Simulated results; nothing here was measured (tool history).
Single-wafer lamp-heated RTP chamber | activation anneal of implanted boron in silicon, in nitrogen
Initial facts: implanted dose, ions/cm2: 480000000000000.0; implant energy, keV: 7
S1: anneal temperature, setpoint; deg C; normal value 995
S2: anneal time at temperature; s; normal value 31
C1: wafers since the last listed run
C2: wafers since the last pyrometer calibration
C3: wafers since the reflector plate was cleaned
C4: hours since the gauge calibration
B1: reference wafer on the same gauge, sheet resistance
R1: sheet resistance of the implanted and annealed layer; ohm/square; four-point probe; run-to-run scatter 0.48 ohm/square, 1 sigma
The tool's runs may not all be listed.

run 1 hour=0 | S1=979 S2=31 | C1=0 C2=1983 C3=1769 C4=122.6 | B1=275.87 | R1=253.22
run 2 hour=49.2 | S1=979 S2=31 | C1=1002 C2=2985 C3=2772 C4=171.8 | B1=275.92 | R1=252.15
run 3 hour=59.3 | S1=979 S2=31 | C1=205 C2=3191 C3=2978 C4=181.9 | B1=275.93 | R1=251.63
run 4 hour=67.9 | S1=995 S2=31 | C1=175 C2=3366 C3=3153 C4=190.5 | B1=276.09 | R1=246.06
run 5 hour=74.3 | S1=995 S2=31 | C1=130 C2=3497 C3=3284 C4=196.9 | B1=276.04 | R1=246.32
run 6 hour=80.8 | S1=995 S2=31 | C1=132 C2=3629 C3=3416 C4=203.4 | B1=276.01 | R1=245.25
run 7 hour=97.4 | S1=995 S2=31 | C1=338 C2=3968 C3=3754 C4=220 | B1=275.67 | R1=246.26
-- hour=105.5 reflector plate cleaned
run 8 hour=106.8 | S1=995 S2=31 | C1=28 C2=3996 C3=25 C4=229.4 | B1=275.9 | R1=248.59
run 9 hour=118.1 | S1=995 S2=31 | C1=230 C2=4226 C3=256 C4=240.7 | B1=275.81 | R1=247.51
run 10 hour=133.1 | S1=995 S2=31 | C1=305 C2=4532 C3=561 C4=255.7 | B1=275.86 | R1=248.22
run 11 hour=143.3 | S1=979 S2=31 | C1=207 C2=4740 C3=769 C4=265.9 | B1=276.31 | R1=253.86
-- hour=155.8 gauge calibrated
run 12 hour=155.9 | S1=975 S2=22 | C1=256 C2=4997 C3=1026 C4=0.1 | B1=275.99 | R1=257.97
run 13 hour=166.9 | S1=974 S2=23 | C1=224 C2=5221 C3=1250 C4=11.1 | B1=275.75 | R1=258.85
run 14 hour=179.3 | S1=995 S2=31 | C1=252 C2=5474 C3=1503 C4=23.5 | B1=276.1 | R1=246.98
-- hour=195.8 pyrometer window cleaned and pyrometer calibrated
run 15 hour=196.3 | S1=976 S2=24 | C1=183 C2=10 C3=1686 C4=40.5 | B1=276.09 | R1=255.66
run 16 hour=203 | S1=970 S2=14 | C1=136 C2=147 C3=1823 C4=47.2 | B1=275.67 | R1=264.32
run 17 hour=219.8 | S1=995 S2=31 | C1=342 C2=489 C3=2165 C4=64 | B1=276.06 | R1=247.08
run 18 hour=237.2 | S1=995 S2=49 | C1=354 C2=844 C3=2520 C4=81.4 | B1=275.98 | R1=244.43
run 19 hour=248.3 | S1=980 S2=22 | C1=226 C2=1070 C3=2746 C4=92.5 | B1=276.29 | R1=254.14
run 20 hour=258.7 | S1=1024 S2=18 | C1=211 C2=1282 C3=2958 C4=102.9 | B1=275.93 | R1=245.17
run 21 hour=272.8 | S1=1003 S2=39 | C1=287 C2=1570 C3=3245 C4=117 | B1=276.06 | R1=243.75

What differs in the tool's unlogged condition from the final listed run ahead of each entry between runs to the first listed run following it?
From run 7 to run 8: reflector plate cleaned (hour 105.5)
  wafer temperature error from the tarnished reflector plate, K: 9.38 -> 1.18
  measured less the result without the state, R1: -2.32 -> -0.34 ohm/square
From run 11 to run 12: gauge calibrated (hour 155.8)
  wafer temperature error from the tarnished reflector plate, K: 2.75 -> 3.29
  measured less the result without the state, R1: -1.56 -> -2.55 ohm/square
From run 14 to run 15: pyrometer window cleaned and pyrometer calibrated (hour 195.8)
  wafer temperature error from the tarnished reflector plate, K: 4.3 -> 5.04
  measured less the result without the state, R1: -1.18 -> -3.45 ohm/square
